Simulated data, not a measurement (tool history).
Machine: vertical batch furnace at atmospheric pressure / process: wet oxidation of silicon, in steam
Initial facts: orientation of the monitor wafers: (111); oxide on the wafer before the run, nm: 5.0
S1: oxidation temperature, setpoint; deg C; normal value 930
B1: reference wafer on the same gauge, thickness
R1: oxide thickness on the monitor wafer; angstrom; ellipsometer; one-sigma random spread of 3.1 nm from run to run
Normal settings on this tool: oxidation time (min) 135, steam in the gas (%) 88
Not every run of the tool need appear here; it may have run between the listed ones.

run 1 hour=0 | S1=930 oxidation_time_(min)=135 steam_in_the_gas_(%)=88 | B1=564.54 | R1=5218.7
run 2 hour=64.9 | S1=930 oxidation_time_(min)=135 steam_in_the_gas_(%)=88 | B1=564.47 | R1=5232.4
run 3 hour=102.8 | S1=930 oxidation_time_(min)=135 steam_in_the_gas_(%)=88 | B1=564.48 | R1=5230.8
run 4 hour=171.3 | S1=930 oxidation_time_(min)=135 steam_in_the_gas_(%)=88 | B1=565.59 | R1=5235
run 5 hour=220.8 | S1=930 oxidation_time_(min)=135 steam_in_the_gas_(%)=88 | B1=563.92 | R1=5255.8
-- hour=230.8 gauge calibrated
run 6 hour=284 | S1=930 oxidation_time_(min)=135 steam_in_the_gas_(%)=88 | B1=564.78 | R1=5217.2
run 7 hour=338.7 | S1=930 oxidation_time_(min)=135 steam_in_the_gas_(%)=88 | B1=565.19 | R1=5250.1
run 8 hour=376.1 | S1=930 oxidation_time_(min)=135 steam_in_the_gas_(%)=88 | B1=565.3 | R1=5253.7
run 9 hour=408.4 | S1=930 oxidation_time_(min)=135 steam_in_the_gas_(%)=88 | B1=564.77 | R1=5242.2
run 10 hour=437.6 | S1=930 oxidation_time_(min)=135 steam_in_the_gas_(%)=88 | B1=564.44 | R1=5266.6
run 11 hour=503.3 | S1=930 oxidation_time_(min)=135 steam_in_the_gas_(%)=88 | B1=565.25 | R1=5236.8
run 12 hour=531.4 | S1=930 oxidation_time_(min)=135 steam_in_the_gas_(%)=88 | B1=565.68 | R1=5239.3
run 13 hour=574.2 | S1=930 oxidation_time_(min)=135 steam_in_the_gas_(%)=88 | B1=563.98 | R1=5229.6
run 14 hour=609.2 | S1=930 oxidation_time_(min)=135 steam_in_the_gas_(%)=88 | B1=565.42 | R1=5224.6
run 15 hour=675.4 | S1=930 oxidation_time_(min)=135 steam_in_the_gas_(%)=88 | B1=563.78 | R1=5265.5
run 16 hour=723.2 | S1=913 oxidation_time_(min)=135 steam_in_the_gas_(%)=88 | B1=564.69 | R1=4670.8
run 17 hour=756.7 | S1=913 oxidation_time_(min)=135 steam_in_the_gas_(%)=88 | B1=565.84 | R1=4646.6
run 18 hour=845.2 | S1=930 oxidation_time_(min)=135 steam_in_the_gas_(%)=88 | B1=563.92 | R1=5249.8
run 19 hour=898.8 | S1=930 oxidation_time_(min)=135 steam_in_the_gas_(%)=88 | B1=564.98 | R1=5238.7
-- hour=977.7 thermocouples replaced and temperature profile calibrated
-- hour=1051.9 steam generator serviced
run 20 hour=1055.4 | S1=938 oxidation_time_(min)=188 steam_in_the_gas_(%)=85 | B1=565.24 | R1=6714
run 21 hour=1093.2 | S1=930 oxidation_time_(min)=135 steam_in_the_gas_(%)=88 | B1=563.91 | R1=5235
run 22 hour=1118.3 | S1=930 oxidation_time_(min)=77 steam_in_the_gas_(%)=77 | B1=565.06 | R1=3210.2
run 23 hour=1188.8 | S1=930 oxidation_time_(min)=188.5 steam_in_the_gas_(%)=88 | B1=565.39 | R1=6568.9
run 24 hour=1259.6 | S1=930 oxidation_time_(min)=68.5 steam_in_the_gas_(%)=97 | B1=565.82 | R1=3483.1
run 25 hour=1294.2 | S1=930 oxidation_time_(min)=135 steam_in_the_gas_(%)=76 | B1=564.8 | R1=4750
run 26 hour=1362.8 | S1=953 oxidation_time_(min)=191 steam_in_the_gas_(%)=80 | B1=564.17 | R1=7208.8
run 27 hour=1433.6 | S1=915 oxidation_time_(min)=189.5 steam_in_the_gas_(%)=97 | B1=565.04 | R1=6359.6
run 28 hour=1491.4 | S1=944 oxidation_time_(min)=195.5 steam_in_the_gas_(%)=78 | B1=566.09 | R1=6664.9
run 29 hour=1562.6 | S1=930 oxidation_time_(min)=135 steam_in_the_gas_(%)=88 | B1=565.95 | R1=5241.8
-- hour=1572.8 gauge calibrated
run 30 hour=1624.5 | S1=953 oxidation_time_(min)=191 steam_in_the_gas_(%)=80 | B1=565.02 | R1=7073.2
run 31 hour=1660.8 | S1=914 oxidation_time_(min)=93.5 steam_in_the_gas_(%)=92 | B1=565.03 | R1=3702
run 32 hour=1702.7 | S1=930 oxidation_time_(min)=155 steam_in_the_gas_(%)=88 | B1=563.97 | R1=5730.8
run 33 hour=1731.8 | S1=930 oxidation_time_(min)=135 steam_in_the_gas_(%)=88 | B1=563.99 | R1=5277.3
run 34 hour=1793.9 | S1=930 oxidation_time_(min)=135 steam_in_the_gas_(%)=88 | B1=564.56 | R1=5247.9
run 35 hour=1861.2 | S1=921 oxidation_time_(min)=83 steam_in_the_gas_(%)=81 | B1=565.28 | R1=3303.6
run 36 hour=1913.2 | S1=930 oxidation_time_(min)=135 steam_in_the_gas_(%)=80 | B1=565.38 | R1=4961.5
run 37 hour=1942.8 | S1=940 oxidation_time_(min)=187.5 steam_in_the_gas_(%)=82 | B1=565.09 | R1=6638.2
run 38 hour=2010.1 | S1=930 oxidation_time_(min)=135 steam_in_the_gas_(%)=88 | B1=565.77 | R1=5254.7
run 39 hour=2048.8 | S1=930 oxidation_time_(min)=135 steam_in_the_gas_(%)=88 | B1=565.4 | R1=5218.5

Below are 3 alternative next runs, each starting from the tool's condition after run 39. Predict each:
run A hour=2054.5 | S1=930 oxidation_time_(min)=72.5 steam_in_the_gas_(%)=88 | B1=? | R1=?
run B hour=2054.5 | S1=908 oxidation_time_(min)=135 steam_in_the_gas_(%)=85 | B1=? | R1=?
run C hour=2054.5 | S1=912 oxidation_time_(min)=135 steam_in_the_gas_(%)=88 | B1=? | R1=?

run=A B1=564.25 R1=3382.8
run=B B1=564.25 R1=4302
run=C B1=564.25 R1=4558.8
Without the tool's hidden state the same runs would have given:
run=A R1=3382.8
run=B R1=4302
run=C R1=4558.8

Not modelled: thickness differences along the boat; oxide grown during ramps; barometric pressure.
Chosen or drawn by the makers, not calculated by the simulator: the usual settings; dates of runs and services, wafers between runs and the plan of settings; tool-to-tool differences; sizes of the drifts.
